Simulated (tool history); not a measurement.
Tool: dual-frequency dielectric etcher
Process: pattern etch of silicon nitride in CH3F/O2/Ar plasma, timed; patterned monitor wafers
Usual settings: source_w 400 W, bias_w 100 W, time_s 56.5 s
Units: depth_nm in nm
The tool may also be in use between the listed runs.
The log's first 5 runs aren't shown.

run	hour	source_w	bias_w	time_s	wafers since the last listed run	hours since the last wet clean	hours since the last source power generator calibration	hours since the last bias power generator calibration	hours since the last upper electrode change	hours since the gauge calibration	read-back reference wafer on the same gauge, depth_nm	depth_nm
6	158.8	400	100	63.0	633	198.2	1058.4	1683.6	3089.8	591.6	51.40	48.00
7	224.0	400	100	56.5	1067	263.4	1123.6	1748.8	3155.0	656.8	51.52	42.45
8	288.2	400	100	56.5	1050	327.6	1187.8	1813.0	3219.2	721.0	51.51	42.14
9	342.7	400	100	56.5	892	382.1	1242.3	1867.5	3273.7	775.5	51.50	41.89
10	384.4	400	100	56.5	682	423.8	1284.0	1909.2	3315.4	817.2	51.47	41.68
# hour 427.7: wet clean of the chamber
11	443.9	460	100	56.5	581	16.2	1343.5	1968.7	3374.9	876.7	51.51	46.63
12	508.0	400	100	56.5	1049	80.3	1407.6	2032.8	3439.0	940.8	51.51	43.41
13	567.9	400	100	46.0	980	140.2	1467.5	2092.7	3498.9	1000.7	51.52	35.38
14	604.6	460	100	46.0	600	176.9	1504.2	2129.4	3535.6	1037.4	51.51	37.64
15	673.0	400	114	56.5	1119	245.3	1572.6	2197.8	3604.0	1105.8	51.48	45.25
16	713.8	440	100	56.5	667	286.1	1613.4	2238.6	3644.8	1146.6	51.53	44.02
17	770.3	400	100	66.5	924	342.6	1669.9	2295.1	3701.3	1203.1	51.45	49.94
# hour 816.9: source power generator calibrated
# hour 818.6: gauge calibrated
# hour 820.4: wet clean of the chamber
18	825.6	370	92	44.0	783	5.2	8.7	2350.4	3756.6	7.0	51.47	31.60
19	888.7	460	100	46.0	1032	68.3	71.8	2413.5	3819.7	70.1	51.48	37.12
# hour 917.1: upper electrode replaced
20	925.3	400	100	56.5	206	104.9	108.4	2450.1	8.2	106.7	51.47	42.62
21	956.0	310	111	41.5	502	135.6	139.1	2480.8	38.9	137.4	51.41	29.13
22	992.7	400	100	56.5	600	172.3	175.8	2517.5	75.6	174.1	51.51	42.28
23	1060.8	480	78	69.5	1114	240.4	243.9	2585.6	143.7	242.2	51.58	51.63
# hour 1082.4: bias power generator calibrated
24	1118.3	480	124	50.5	875	297.9	301.4	35.9	201.2	299.7	51.46	44.02
25	1159.0	430	100	56.5	666	338.6	342.1	76.6	241.9	340.4	51.49	43.15
26	1214.3	340	92	41.0	905	393.9	397.4	131.9	297.2	395.7	51.53	26.90
# hour 1269.0: wet clean of the chamber
27	1269.5	400	100	56.5	510	0.5	452.6	187.1	352.4	450.9	51.50	43.74
28	1315.7	360	90	47.5	756	46.7	498.8	233.3	398.6	497.1	51.55	33.82
29	1439.1	350	110	40.0	2020	170.1	622.2	356.7	522.0	620.5	51.51	29.57
30	1475.7	400	112	56.5	599	206.7	658.8	393.3	558.6	657.1	51.55	44.29

4 ways to go on from here, each from the tool as it stands after run 30. What would each give?
A	1476.1	400	100	56.5	6	207.1	659.2	393.7	559.0	657.5	?	?
B	1476.1	400	100	61.5	6	207.1	659.2	393.7	559.0	657.5	?	?
C	1476.1	340	116	66.5	6	207.1	659.2	393.7	559.0	657.5	?	?
D	1476.1	400	78	56.5	6	207.1	659.2	393.7	559.0	657.5	?	?

run	read-back reference wafer on the same gauge, depth_nm	depth_nm
A	51.45	43.13
B	51.45	46.94
C	51.45	50.07
D	51.45	39.29
Without the tool's hidden state the same runs would have given:
run	depth_nm
A	44.38
B	48.30
C	51.52
D	40.43
